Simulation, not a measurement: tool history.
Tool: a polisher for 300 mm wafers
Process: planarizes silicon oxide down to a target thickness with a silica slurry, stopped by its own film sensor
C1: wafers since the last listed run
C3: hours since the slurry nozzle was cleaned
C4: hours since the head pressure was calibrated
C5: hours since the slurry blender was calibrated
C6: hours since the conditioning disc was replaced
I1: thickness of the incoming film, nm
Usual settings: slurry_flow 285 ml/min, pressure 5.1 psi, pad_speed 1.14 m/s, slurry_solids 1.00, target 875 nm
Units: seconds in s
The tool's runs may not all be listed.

{"run": 1, "day": 0.0, "slurry_flow": 285, "pressure": 4.0, "pad_speed": 1.14, "slurry_solids": 1.0, "target": 875, "C1": 0, "wafers polished on this pad": 527, "C3": 550.0, "C4": 781.7, "C5": 232.0, "C6": 297.3, "I1": 1386.3, "seconds": 191.8}
{"run": 2, "day": 0.667, "slurry_flow": 285, "pressure": 4.0, "pad_speed": 1.14, "slurry_solids": 1.0, "target": 875, "C1": 144, "wafers polished on this pad": 672, "C3": 566.0, "C4": 797.7, "C5": 248.0, "C6": 313.3, "I1": 1403.5, "seconds": 202.9}
{"day": 1.75, "done": "worn pad replaced by a new one"}
{"run": 3, "day": 1.771, "slurry_flow": 285, "pressure": 5.1, "pad_speed": 1.14, "slurry_solids": 1.0, "target": 875, "C1": 203, "wafers polished on this pad": 4, "C3": 592.5, "C4": 824.2, "C5": 274.5, "C6": 339.8, "I1": 1384.6, "seconds": 154.2}
{"run": 4, "day": 2.508, "slurry_flow": 285, "pressure": 6.0, "pad_speed": 1.14, "slurry_solids": 1.0, "target": 875, "C1": 159, "wafers polished on this pad": 164, "C3": 610.2, "C4": 841.9, "C5": 292.2, "C6": 357.5, "I1": 1400.8, "seconds": 135.8}
{"run": 5, "day": 3.633, "slurry_flow": 285, "pressure": 6.0, "pad_speed": 1.14, "slurry_solids": 1.0, "target": 875, "C1": 244, "wafers polished on this pad": 408, "C3": 637.2, "C4": 868.9, "C5": 319.2, "C6": 384.5, "I1": 1385.8, "seconds": 132.1}
{"run": 6, "day": 5.104, "slurry_flow": 285, "pressure": 6.0, "pad_speed": 1.14, "slurry_solids": 1.0, "target": 875, "C1": 319, "wafers polished on this pad": 727, "C3": 672.5, "C4": 904.2, "C5": 354.5, "C6": 419.8, "I1": 1427.2, "seconds": 141.2}
{"day": 5.179, "done": "slurry nozzle cleaned"}
{"day": 5.742, "done": "slurry blender recalibrated"}
{"day": 5.9, "done": "worn pad replaced by a new one"}
{"run": 7, "day": 6.4, "slurry_flow": 285, "pressure": 5.1, "pad_speed": 1.14, "slurry_solids": 1.25, "target": 875, "C1": 219, "wafers polished on this pad": 108, "C3": 29.3, "C4": 935.3, "C5": 15.8, "C6": 450.9, "I1": 1419.7, "seconds": 155.0}
{"day": 7.1, "done": "conditioning disc replaced and pad reconditioned"}
{"run": 8, "day": 7.121, "slurry_flow": 285, "pressure": 5.1, "pad_speed": 1.14, "slurry_solids": 1.25, "target": 875, "C1": 138, "wafers polished on this pad": 246, "C3": 46.6, "C4": 952.6, "C5": 33.1, "C6": 0.5, "I1": 1397.2, "seconds": 149.1}
{"run": 9, "day": 7.858, "slurry_flow": 285, "pressure": 5.6, "pad_speed": 1.4, "slurry_solids": 0.8, "target": 988, "C1": 159, "wafers polished on this pad": 406, "C3": 64.3, "C4": 970.3, "C5": 50.8, "C6": 18.2, "I1": 1388.7, "seconds": 111.7}
{"run": 10, "day": 8.95, "slurry_flow": 285, "pressure": 6.7, "pad_speed": 1.14, "slurry_solids": 1.0, "target": 1020, "C1": 236, "wafers polished on this pad": 643, "C3": 90.5, "C4": 996.5, "C5": 77.0, "C6": 44.4, "I1": 1396.7, "seconds": 91.3}
{"day": 10.321, "done": "worn pad replaced by a new one"}
{"run": 11, "day": 10.342, "slurry_flow": 285, "pressure": 5.1, "pad_speed": 1.14, "slurry_solids": 1.25, "target": 875, "C1": 265, "wafers polished on this pad": 4, "C3": 123.9, "C4": 1029.9, "C5": 110.4, "C6": 77.8, "I1": 1406.7, "seconds": 158.5}
{"run": 12, "day": 10.917, "slurry_flow": 285, "pressure": 5.1, "pad_speed": 1.14, "slurry_solids": 1.0, "target": 875, "C1": 124, "wafers polished on this pad": 129, "C3": 137.7, "C4": 1043.7, "C5": 124.2, "C6": 91.6, "I1": 1399.5, "seconds": 164.8}
{"day": 11.642, "done": "head pressure recalibrated"}
{"run": 13, "day": 12.092, "slurry_flow": 285, "pressure": 5.1, "pad_speed": 1.14, "slurry_solids": 0.75, "target": 875, "C1": 236, "wafers polished on this pad": 365, "C3": 165.9, "C4": 10.8, "C5": 152.4, "C6": 119.8, "I1": 1409.5, "seconds": 160.8}
{"run": 14, "day": 12.85, "slurry_flow": 355, "pressure": 5.1, "pad_speed": 0.8, "slurry_solids": 1.0, "target": 806, "C1": 164, "wafers polished on this pad": 530, "C3": 184.1, "C4": 29.0, "C5": 170.6, "C6": 138.0, "I1": 1410.7, "seconds": 185.8}
{"day": 14.317, "done": "worn pad replaced by a new one"}
{"run": 15, "day": 14.338, "slurry_flow": 285, "pressure": 5.1, "pad_speed": 1.14, "slurry_solids": 1.0, "target": 875, "C1": 286, "wafers polished on this pad": 4, "C3": 219.8, "C4": 64.7, "C5": 206.3, "C6": 173.7, "I1": 1392.8, "seconds": 137.5}
{"run": 16, "day": 14.75, "slurry_flow": 285, "pressure": 5.1, "pad_speed": 1.28, "slurry_solids": 0.9, "target": 875, "C1": 89, "wafers polished on this pad": 94, "C3": 229.7, "C4": 74.6, "C5": 216.2, "C6": 183.6, "I1": 1411.7, "seconds": 143.0}
{"run": 17, "day": 16.017, "slurry_flow": 285, "pressure": 5.1, "pad_speed": 1.14, "slurry_solids": 1.0, "target": 1012, "C1": 274, "wafers polished on this pad": 368, "C3": 260.1, "C4": 105.0, "C5": 246.6, "C6": 214.0, "I1": 1407.0, "seconds": 106.7}

3 ways to go on from here, each from the tool as it stands after run 17. What would each give?
{"run": "A", "day": 16.038, "slurry_flow": 285, "pressure": 5.1, "pad_speed": 1.14, "slurry_solids": 1.0, "target": 875, "C1": 4, "wafers polished on this pad": 373, "C3": 260.6, "C4": 105.5, "C5": 247.1, "C6": 214.5, "I1": 1414.1, "seconds": "?"}
{"run": "B", "day": 16.038, "slurry_flow": 285, "pressure": 5.1, "pad_speed": 1.14, "slurry_solids": 1.0, "target": 1017, "C1": 4, "wafers polished on this pad": 373, "C3": 260.6, "C4": 105.5, "C5": 247.1, "C6": 214.5, "I1": 1414.1, "seconds": "?"}
{"run": "C", "day": 16.038, "slurry_flow": 285, "pressure": 3.5, "pad_speed": 0.88, "slurry_solids": 0.85, "target": 875, "C1": 4, "wafers polished on this pad": 373, "C3": 260.6, "C4": 105.5, "C5": 247.1, "C6": 214.5, "I1": 1414.1, "seconds": "?"}

run=A seconds=145.0
run=B seconds=106.8
run=C seconds=254.8
Without the tool's hidden state the same runs would have given:
run=A seconds=145.9
run=B seconds=107.4
run=C seconds=256.3

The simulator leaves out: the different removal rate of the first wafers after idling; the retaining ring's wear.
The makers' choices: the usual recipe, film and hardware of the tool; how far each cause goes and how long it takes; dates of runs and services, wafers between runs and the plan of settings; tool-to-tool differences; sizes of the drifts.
